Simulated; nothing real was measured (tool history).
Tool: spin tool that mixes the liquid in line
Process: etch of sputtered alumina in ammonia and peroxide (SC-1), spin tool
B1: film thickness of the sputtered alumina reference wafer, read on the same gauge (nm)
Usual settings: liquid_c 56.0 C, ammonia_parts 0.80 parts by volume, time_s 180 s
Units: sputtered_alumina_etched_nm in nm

run 1 hour=0.0 | liquid_c=56.0 ammonia_parts=0.60 time_s=180 | B1=120.00 | sputtered_alumina_etched_nm=17.78
run 2 hour=28.0 | liquid_c=56.0 ammonia_parts=0.60 time_s=180 | B1=119.98 | sputtered_alumina_etched_nm=17.84
run 3 hour=50.1 | liquid_c=56.0 ammonia_parts=1.10 time_s=180 | B1=120.01 | sputtered_alumina_etched_nm=18.89
run 4 hour=70.9 | liquid_c=56.0 ammonia_parts=1.10 time_s=180 | B1=119.98 | sputtered_alumina_etched_nm=18.96
run 5 hour=99.4 | liquid_c=56.0 ammonia_parts=0.80 time_s=80 | B1=120.01 | sputtered_alumina_etched_nm=8.11
-- hour=119.9 ammonia flow meter replaced
run 6 hour=135.7 | liquid_c=56.0 ammonia_parts=0.80 time_s=180 | B1=119.99 | sputtered_alumina_etched_nm=18.26
run 7 hour=153.1 | liquid_c=49.0 ammonia_parts=0.80 time_s=180 | B1=120.01 | sputtered_alumina_etched_nm=12.56
run 8 hour=179.5 | liquid_c=56.0 ammonia_parts=0.80 time_s=180 | B1=120.02 | sputtered_alumina_etched_nm=18.24
run 9 hour=208.3 | liquid_c=56.0 ammonia_parts=1.15 time_s=180 | B1=119.99 | sputtered_alumina_etched_nm=18.87
run 10 hour=231.9 | liquid_c=50.0 ammonia_parts=0.80 time_s=180 | B1=119.99 | sputtered_alumina_etched_nm=13.20
run 11 hour=245.7 | liquid_c=64.5 ammonia_parts=1.15 time_s=180 | B1=120.01 | sputtered_alumina_etched_nm=29.28
-- hour=273.3 heated supply line repaired
run 12 hour=273.9 | liquid_c=56.0 ammonia_parts=0.80 time_s=180 | B1=120.00 | sputtered_alumina_etched_nm=19.69
-- hour=280.9 thermometer replaced
run 13 hour=296.9 | liquid_c=56.0 ammonia_parts=0.80 time_s=145 | B1=120.02 | sputtered_alumina_etched_nm=14.85
run 14 hour=331.7 | liquid_c=56.0 ammonia_parts=0.65 time_s=240 | B1=120.00 | sputtered_alumina_etched_nm=24.21
-- hour=346.9 new drum of ammonia solution connected
run 15 hour=349.2 | liquid_c=62.5 ammonia_parts=0.95 time_s=180 | B1=119.99 | sputtered_alumina_etched_nm=26.06
run 16 hour=406.7 | liquid_c=56.0 ammonia_parts=0.50 time_s=180 | B1=119.98 | sputtered_alumina_etched_nm=17.41
run 17 hour=421.2 | liquid_c=56.0 ammonia_parts=0.65 time_s=280 | B1=120.00 | sputtered_alumina_etched_nm=27.90
run 18 hour=449.4 | liquid_c=56.0 ammonia_parts=0.45 time_s=225 | B1=120.00 | sputtered_alumina_etched_nm=21.66
run 19 hour=480.0 | liquid_c=49.0 ammonia_parts=0.55 time_s=100 | B1=120.01 | sputtered_alumina_etched_nm=6.75
run 20 hour=504.4 | liquid_c=48.0 ammonia_parts=0.80 time_s=110 | B1=119.99 | sputtered_alumina_etched_nm=7.34
run 21 hour=534.1 | liquid_c=48.0 ammonia_parts=0.60 time_s=180 | B1=120.01 | sputtered_alumina_etched_nm=11.56
run 22 hour=554.4 | liquid_c=56.0 ammonia_parts=0.80 time_s=120 | B1=120.00 | sputtered_alumina_etched_nm=12.25
run 23 hour=566.8 | liquid_c=56.0 ammonia_parts=0.80 time_s=180 | B1=119.99 | sputtered_alumina_etched_nm=18.35
run 24 hour=581.7 | liquid_c=56.0 ammonia_parts=0.80 time_s=275 | B1=120.00 | sputtered_alumina_etched_nm=27.95

5 ways to go on from here, each from the tool as it stands after run 24. What would each give?
run A hour=582.2 | liquid_c=61.5 ammonia_parts=0.80 time_s=180 | B1=? | sputtered_alumina_etched_nm=?
run B hour=582.2 | liquid_c=52.0 ammonia_parts=0.50 time_s=245 | B1=? | sputtered_alumina_etched_nm=?
run C hour=582.2 | liquid_c=56.0 ammonia_parts=0.80 time_s=270 | B1=? | sputtered_alumina_etched_nm=?
run D hour=582.2 | liquid_c=64.0 ammonia_parts=0.80 time_s=180 | B1=? | sputtered_alumina_etched_nm=?
run E hour=582.2 | liquid_c=56.0 ammonia_parts=1.00 time_s=180 | B1=? | sputtered_alumina_etched_nm=?

run=A B1=120.01 sputtered_alumina_etched_nm=24.44
run=B B1=120.01 sputtered_alumina_etched_nm=19.32
run=C B1=120.01 sputtered_alumina_etched_nm=27.57
run=D B1=120.01 sputtered_alumina_etched_nm=27.72
run=E B1=120.01 sputtered_alumina_etched_nm=18.78
Without the tool's hidden state the same runs would have given:
run=A sputtered_alumina_etched_nm=24.46
run=B sputtered_alumina_etched_nm=19.34
run=C sputtered_alumina_etched_nm=27.60
run=D sputtered_alumina_etched_nm=27.75
run=E sputtered_alumina_etched_nm=18.80

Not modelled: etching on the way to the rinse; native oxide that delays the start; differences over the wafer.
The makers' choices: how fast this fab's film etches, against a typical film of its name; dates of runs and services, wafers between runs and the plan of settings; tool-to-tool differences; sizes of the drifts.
